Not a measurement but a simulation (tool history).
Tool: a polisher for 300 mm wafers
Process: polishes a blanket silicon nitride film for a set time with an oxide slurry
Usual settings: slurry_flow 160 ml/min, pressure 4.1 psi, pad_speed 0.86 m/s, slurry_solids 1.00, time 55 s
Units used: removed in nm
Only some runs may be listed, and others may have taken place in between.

| run | hour | slurry_flow | pressure | pad_speed | slurry_solids | time | incoming thickness of the incoming film, nm | removed |
|---|---|---|---|---|---|---|---|---|
| 1 | 0.0 | 160 | 4.1 | 0.86 | 1.00 | 55 | 368.4 | 28.7 |
| 2 | 37.2 | 160 | 4.1 | 0.86 | 1.00 | 55 | 373.7 | 27.7 |
| 3 | 99.0 | 195 | 4.1 | 0.86 | 1.00 | 55 | 373.2 | 29.8 |
| 4 | 160.0 | 160 | 4.1 | 0.68 | 1.00 | 55 | 372.8 | 24.6 |
| 5 | 191.1 | 160 | 4.1 | 0.86 | 1.00 | 55 | 365.5 | 28.4 |
|  | 258.9 | conditioning disc replaced and pad reconditioned |
|  | 331.2 | worn pad replaced by a new one |
| 6 | 347.3 | 115 | 5.1 | 0.72 | 0.75 | 55 | 365.3 | 25.4 |
| 7 | 406.8 | 160 | 4.1 | 0.86 | 1.00 | 55 | 363.8 | 28.8 |
|  | 417.0 | slurry blender recalibrated |
| 8 | 461.1 | 160 | 4.5 | 0.86 | 1.00 | 41 | 369.8 | 23.0 |
|  | 517.0 | slurry nozzle cleaned |
| 9 | 529.9 | 160 | 4.1 | 0.78 | 1.20 | 55 | 366.7 | 28.9 |
| 10 | 597.2 | 160 | 4.1 | 0.86 | 1.00 | 55 | 372.9 | 27.4 |
| 11 | 649.4 | 160 | 4.9 | 0.86 | 1.00 | 55 | 374.7 | 32.7 |
| 12 | 720.2 | 160 | 4.1 | 0.86 | 1.00 | 55 | 372.5 | 27.3 |
|  | 742.3 | conditioning disc replaced and pad reconditioned |
|  | 770.9 | worn pad replaced by a new one |
| 13 | 785.8 | 205 | 2.9 | 0.60 | 1.00 | 55 | 369.3 | 18.0 |
| 14 | 855.3 | 205 | 4.1 | 1.12 | 1.00 | 55 | 370.7 | 36.3 |
|  | 919.9 | slurry blender recalibrated |
| 15 | 920.4 | 160 | 3.2 | 0.72 | 1.00 | 40 | 371.2 | 15.0 |
| 16 | 975.2 | 160 | 4.1 | 0.86 | 1.00 | 55 | 367.3 | 28.4 |
|  | 984.6 | slurry nozzle cleaned |
| 17 | 1009.4 | 160 | 4.1 | 0.86 | 1.00 | 55 | 364.3 | 28.2 |
| 18 | 1056.4 | 160 | 4.1 | 1.06 | 1.00 | 55 | 370.9 | 32.3 |
| 19 | 1096.5 | 160 | 4.1 | 0.86 | 1.00 | 55 | 374.3 | 27.7 |
| 20 | 1136.7 | 160 | 4.1 | 0.86 | 1.30 | 55 | 367.9 | 30.7 |
|  | 1197.9 | head pressure recalibrated |
| 21 | 1198.6 | 160 | 4.1 | 0.86 | 1.00 | 55 | 367.9 | 26.6 |
|  | 1230.8 | worn pad replaced by a new one |
| 22 | 1232.3 | 105 | 3.0 | 0.86 | 1.30 | 66 | 363.4 | 24.8 |
|  | 1255.5 | conditioning disc replaced and pad reconditioned |
| 23 | 1297.5 | 160 | 4.1 | 0.86 | 1.00 | 55 | 366.7 | 28.2 |
| 24 | 1359.7 | 110 | 4.1 | 0.86 | 1.00 | 40 | 369.1 | 19.0 |

Run by run, hidden condition taken away, random variation retained:
Unlogged tool condition in this case: removal rate lost through wear of the pad, %; slurry flow missing at the pad, %; deviation of the head's pressure from its setpoint, %; abrasive missing from the slurry, %; time polished since the conditioner stopped cutting, s.
| run | removed |
|---|---|
| 1 | 29.8 |
| 2 | 28.9 |
| 3 | 31.5 |
| 4 | 26.0 |
| 5 | 30.5 |
| 6 | 26.1 |
| 7 | 29.9 |
| 8 | 24.2 |
| 9 | 30.5 |
| 10 | 29.5 |
| 11 | 35.9 |
| 12 | 29.9 |
| 13 | 18.1 |
| 14 | 37.7 |
| 15 | 15.5 |
| 16 | 30.0 |
| 17 | 30.0 |
| 18 | 34.9 |
| 19 | 29.8 |
| 20 | 33.3 |
| 21 | 29.2 |
| 22 | 26.8 |
| 23 | 29.0 |
| 24 | 19.7 |
